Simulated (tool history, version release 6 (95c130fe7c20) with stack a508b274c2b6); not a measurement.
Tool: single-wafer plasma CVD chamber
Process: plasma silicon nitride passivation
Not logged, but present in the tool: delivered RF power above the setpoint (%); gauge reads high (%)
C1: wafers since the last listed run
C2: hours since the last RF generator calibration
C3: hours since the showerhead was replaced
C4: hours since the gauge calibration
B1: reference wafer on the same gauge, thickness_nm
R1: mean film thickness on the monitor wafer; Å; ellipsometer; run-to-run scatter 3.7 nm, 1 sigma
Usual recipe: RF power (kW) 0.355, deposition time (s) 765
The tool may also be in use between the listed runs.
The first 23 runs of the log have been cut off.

Run 24, hour 1036.4: usual settings but RF power (kW) 0.315, deposition time (s) 854; C1 145; C2 242.4; C3 57.2; C4 1679.6; B1 1218.6. Result: R1 11348.64 Å.
Run 25, hour 1062: usual settings; C1 77; C2 268; C3 82.8; C4 1705.2; B1 1219.924. Result: R1 10432.83 Å.
At hour 1078.4: gauge calibrated.
Run 26, hour 1133.8: usual settings but RF power (kW) 0.375, deposition time (s) 613; C1 217; C2 339.8; C3 154.6; C4 55.4; B1 1220.295. Result: R1 8425.83 Å.
Run 27, hour 1185.1: usual settings but RF power (kW) 0.425, deposition time (s) 656; C1 155; C2 391.1; C3 205.9; C4 106.7; B1 1220.75. Result: R1 9287.12 Å.
Run 28, hour 1236: usual settings; C1 154; C2 442; C3 256.8; C4 157.6; B1 1218.486. Result: R1 10437.18 Å.
Run 29, hour 1274.3: usual settings but RF power (kW) 0.39; C1 116; C2 480.3; C3 295.1; C4 195.9; B1 1219.349. Result: R1 10541.66 Å.
Run 30, hour 1344.2: usual settings; C1 211; C2 550.2; C3 365; C4 265.8; B1 1219.02. Result: R1 10355.07 Å.
Run 31, hour 1400.4: usual settings but deposition time (s) 868; C1 170; C2 606.4; C3 421.2; C4 322; B1 1222.006. Result: R1 11705.68 Å.
Run 32, hour 1446.7: usual settings but RF power (kW) 0.31, deposition time (s) 683; C1 140; C2 652.7; C3 467.5; C4 368.3; B1 1220.271. Result: R1 9013.17 Å.
Run 33, hour 1501.8: usual settings but RF power (kW) 0.41, deposition time (s) 613; C1 167; C2 707.8; C3 522.6; C4 423.4; B1 1220.458. Result: R1 8530.94 Å.
Run 34, hour 1564.4: usual settings but RF power (kW) 0.385, deposition time (s) 637; C1 189; C2 770.4; C3 585.2; C4 486; B1 1220.3. Result: R1 8682.69 Å.
Run 35, hour 1596.8: usual settings but RF power (kW) 0.3, deposition time (s) 914; C1 98; C2 802.8; C3 617.6; C4 518.4; B1 1219.934. Result: R1 11909.19 Å.
Run 36, hour 1653.7: usual settings but RF power (kW) 0.335, deposition time (s) 648; C1 172; C2 859.7; C3 674.5; C4 575.3; B1 1220.701. Result: R1 8666.11 Å.
Run 37, hour 1722.1: usual settings but RF power (kW) 0.305; C1 207; C2 928.1; C3 742.9; C4 643.7; B1 1221.974. Result: R1 10005.57 Å.
Run 38, hour 1786.9: usual settings but RF power (kW) 0.425, deposition time (s) 808; C1 196; C2 992.9; C3 807.7; C4 708.5; B1 1219.455. Result: R1 11328.72 Å.
Run 39, hour 1837.1: usual settings but RF power (kW) 0.375; C1 152; C2 1043.1; C3 857.9; C4 758.7; B1 1219.423. Result: R1 10482.78 Å.
Run 40, hour 1869.8: usual settings but RF power (kW) 0.32, deposition time (s) 864; C1 99; C2 1075.8; C3 890.6; C4 791.4; B1 1220.309. Result: R1 11302.31 Å.

Predict each of these 5 candidate next runs independently; none follows another, all start after run 40:
Run A, hour 1870.4: usual settings but RF power (kW) 0.32; C1 1; C2 1076.4; C3 891.2; C4 792; B1 ?. Result: R1 ?.
Run B, hour 1870.4: usual settings but deposition time (s) 916; C1 1; C2 1076.4; C3 891.2; C4 792; B1 ?. Result: R1 ?.
Run C, hour 1870.4: usual settings but RF power (kW) 0.295, deposition time (s) 892; C1 1; C2 1076.4; C3 891.2; C4 792; B1 ?. Result: R1 ?.
Run D, hour 1870.4: usual settings but RF power (kW) 0.41, deposition time (s) 629; C1 1; C2 1076.4; C3 891.2; C4 792; B1 ?. Result: R1 ?.
Run E, hour 1870.4: usual settings but RF power (kW) 0.325, deposition time (s) 870; C1 1; C2 1076.4; C3 891.2; C4 792; B1 ?. Result: R1 ?.

run       B1        R1
  A  1220.32  10043.57
  B  1220.32  12294.57
  C  1220.32  11515.45
  D  1220.32   8714.54
  E  1220.32  11459.35
The same runs, with their run-to-run variation unchanged, on a tool lacking any hidden condition would have given:
run        R1
  A   10215.6
  B  12505.15
  C  11712.68
  D   8863.81
  E  11655.63

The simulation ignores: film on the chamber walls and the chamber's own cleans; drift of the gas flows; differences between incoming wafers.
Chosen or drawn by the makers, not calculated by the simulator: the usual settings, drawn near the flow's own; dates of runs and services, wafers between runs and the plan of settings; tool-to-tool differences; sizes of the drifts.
